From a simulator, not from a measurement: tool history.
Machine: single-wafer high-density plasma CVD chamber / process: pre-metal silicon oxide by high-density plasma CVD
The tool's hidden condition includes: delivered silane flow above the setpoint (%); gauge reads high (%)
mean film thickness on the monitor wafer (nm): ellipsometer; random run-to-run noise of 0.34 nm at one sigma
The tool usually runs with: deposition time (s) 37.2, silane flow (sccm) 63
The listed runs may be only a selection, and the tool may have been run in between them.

run	hour	deposition time (s)	silane flow (sccm)	wafers since the last listed run	hours since the silane flow controller was replaced	hours since the gauge calibration	read-back reference wafer on the same gauge, thickness_nm	mean film thickness on the monitor wafer (nm)
1	0	37.2	63	0	4447.6	47.3	180.998	211.188
2	12.3	37.2	63	170	4459.9	59.6	181.096	210.998
3	21.2	37.2	63	123	4468.8	68.5	180.966	211.887
4	36.7	37.2	55	215	4484.3	84	181.013	189.296
5	45.1	37.2	55	116	4492.7	92.4	181.108	188.768
6	59.5	37.2	55	199	4507.1	106.8	181.081	189.111
7	72.7	37.2	63	183	4520.3	120	180.969	211.021
8	80.4	37.2	63	106	4528	127.7	180.934	211.489
9	90	37.2	63	133	4537.6	137.3	181.026	211.059
10	104.3	37.2	63	198	4551.9	151.6	180.959	211.193
11	121.6	37.2	63	240	4569.2	168.9	180.94	211.082
12	130.3	37.2	63	120	4577.9	177.6	180.995	210.809
13	139.9	33.7	63	133	4587.5	187.2	181.085	191.331
14	147.1	33.7	63	99	4594.7	194.4	181.064	191.279
15	157.5	43.1	63	144	4605.1	204.8	181.066	245.056
16	174.2	43.1	63	231	4621.8	221.5	181.041	244.588
17	186.3	43.1	63	167	4633.9	233.6	181.051	244.973
18	195.4	37.2	63	126	4643	242.7	181.144	210.886
19	203.9	37.2	63	117	4651.5	251.2	180.998	210.938
20	213.1	37.2	63	127	4660.7	260.4	181.021	210.678
21	221.9	37.2	63	122	4669.5	269.2	180.891	211.458
22	238.1	33.8	63	224	4685.7	285.4	181.024	191.67
# hour 241.1: gauge calibrated
23	249.1	37.2	63	152	4696.7	8	181.097	210.639
24	260.3	32.8	63	155	4707.9	19.2	181.038	185.38
25	271.4	37.2	63	154	4719	30.3	181.116	211.398
26	287.8	37.2	63	227	4735.4	46.7	180.889	210.413
# hour 301: silane flow controller replaced
27	301.5	41.8	68	79	0.5	60.4	180.844	269.8
28	306.2	34.1	75	65	5.2	65.1	180.923	239.231
29	312.7	37.2	63	90	11.7	71.6	180.996	225.567
30	326.3	39.4	63	188	25.3	85.2	180.998	238.267

The next listed run, before its measurement:
31	342.8	40.7	66	229	41.8	101.7	?	?

read-back reference wafer on the same gauge, thickness_nm: 181.011
mean film thickness on the monitor wafer (nm): 255.803
With the hidden condition absent and the run-to-run variation left alone, this run would have shown mean film thickness on the monitor wafer (nm) 254.96.
